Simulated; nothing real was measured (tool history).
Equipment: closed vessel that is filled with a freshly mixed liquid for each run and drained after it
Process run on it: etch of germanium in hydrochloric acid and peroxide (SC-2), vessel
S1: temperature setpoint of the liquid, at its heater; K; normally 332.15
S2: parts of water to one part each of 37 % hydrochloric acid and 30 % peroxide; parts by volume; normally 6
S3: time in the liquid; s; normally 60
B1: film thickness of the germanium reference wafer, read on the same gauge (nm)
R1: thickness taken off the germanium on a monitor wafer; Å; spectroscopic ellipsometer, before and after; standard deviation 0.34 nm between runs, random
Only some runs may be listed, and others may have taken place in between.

{"run": 1, "day": 0.0, "S1": 332.15, "S2": 6, "S3": 60, "B1": 150, "R1": 1726.7}
{"day": 0.621, "done": "thermometer replaced"}
{"run": 2, "day": 2.204, "S1": 332.15, "S2": 6, "S3": 70, "B1": 150.02, "R1": 1977.1}
{"run": 3, "day": 5.008, "S1": 332.15, "S2": 6, "S3": 70, "B1": 150.02, "R1": 1982}
{"run": 4, "day": 6.658, "S1": 332.15, "S2": 6, "S3": 60, "B1": 149.99, "R1": 1703.8}
{"run": 5, "day": 10.3, "S1": 332.15, "S2": 6, "S3": 60, "B1": 150.01, "R1": 1696.7}
{"run": 6, "day": 13.833, "S1": 332.15, "S2": 6, "S3": 60, "B1": 149.99, "R1": 1697.4}
{"run": 7, "day": 15.35, "S1": 332.15, "S2": 6, "S3": 60, "B1": 150.03, "R1": 1703.7}
{"run": 8, "day": 17.871, "S1": 332.15, "S2": 6, "S3": 60, "B1": 149.99, "R1": 1702.6}
{"day": 19.029, "done": "new drum of peroxide connected"}
{"run": 9, "day": 20.029, "S1": 332.15, "S2": 6, "S3": 60, "B1": 149.98, "R1": 1725.4}
{"day": 22.492, "done": "chemicals flow meter replaced"}
{"run": 10, "day": 23.771, "S1": 325.65, "S2": 4, "S3": 45, "B1": 149.99, "R1": 1068.4}
{"run": 11, "day": 26.475, "S1": 332.15, "S2": 6, "S3": 60, "B1": 149.98, "R1": 1729.3}
{"run": 12, "day": 30.571, "S1": 332.15, "S2": 6, "S3": 30, "B1": 150.04, "R1": 863.7}
{"run": 13, "day": 32.538, "S1": 332.15, "S2": 6, "S3": 60, "B1": 150, "R1": 1721.4}
{"day": 33.204, "done": "thermometer replaced"}
{"run": 14, "day": 36.746, "S1": 328.15, "S2": 6, "S3": 60, "B1": 150, "R1": 1507.6}
{"run": 15, "day": 41.188, "S1": 332.15, "S2": 4.5, "S3": 60, "B1": 150, "R1": 1726}
{"day": 43.029, "done": "gauge calibrated"}
{"run": 16, "day": 44.412, "S1": 328.15, "S2": 4, "S3": 90, "B1": 150, "R1": 2300.1}
{"run": 17, "day": 48.233, "S1": 332.15, "S2": 6, "S3": 60, "B1": 150.02, "R1": 1707.3}
{"run": 18, "day": 51.167, "S1": 332.15, "S2": 5, "S3": 60, "B1": 149.98, "R1": 1731.7}
{"run": 19, "day": 55.429, "S1": 332.15, "S2": 8, "S3": 60, "B1": 150.01, "R1": 1680.2}

Consider 5 possible next runs. They are alternatives, not a sequence: every one starts from the tool as it was left by run 19. What does each give?
{"run": "A", "day": 55.458, "S1": 335.65, "S2": 6, "S3": 60, "B1": "?", "R1": "?"}
{"run": "B", "day": 55.458, "S1": 340.65, "S2": 4.5, "S3": 60, "B1": "?", "R1": "?"}
{"run": "C", "day": 55.458, "S1": 337.65, "S2": 5, "S3": 60, "B1": "?", "R1": "?"}
{"run": "D", "day": 55.458, "S1": 336.15, "S2": 6, "S3": 30, "B1": "?", "R1": "?"}
{"run": "E", "day": 55.458, "S1": 323.65, "S2": 4, "S3": 70, "B1": "?", "R1": "?"}

run=A B1=150.05 R1=1900.8
run=B B1=150.05 R1=2226.9
run=C B1=150.05 R1=2033.6
run=D B1=150.05 R1=964.4
run=E B1=150.05 R1=1553.8
With no hidden state in the tool, these same runs would have given:
run=A R1=1898.2
run=B R1=2221.6
run=C R1=2029.1
run=D R1=963.2
run=E R1=1546.6

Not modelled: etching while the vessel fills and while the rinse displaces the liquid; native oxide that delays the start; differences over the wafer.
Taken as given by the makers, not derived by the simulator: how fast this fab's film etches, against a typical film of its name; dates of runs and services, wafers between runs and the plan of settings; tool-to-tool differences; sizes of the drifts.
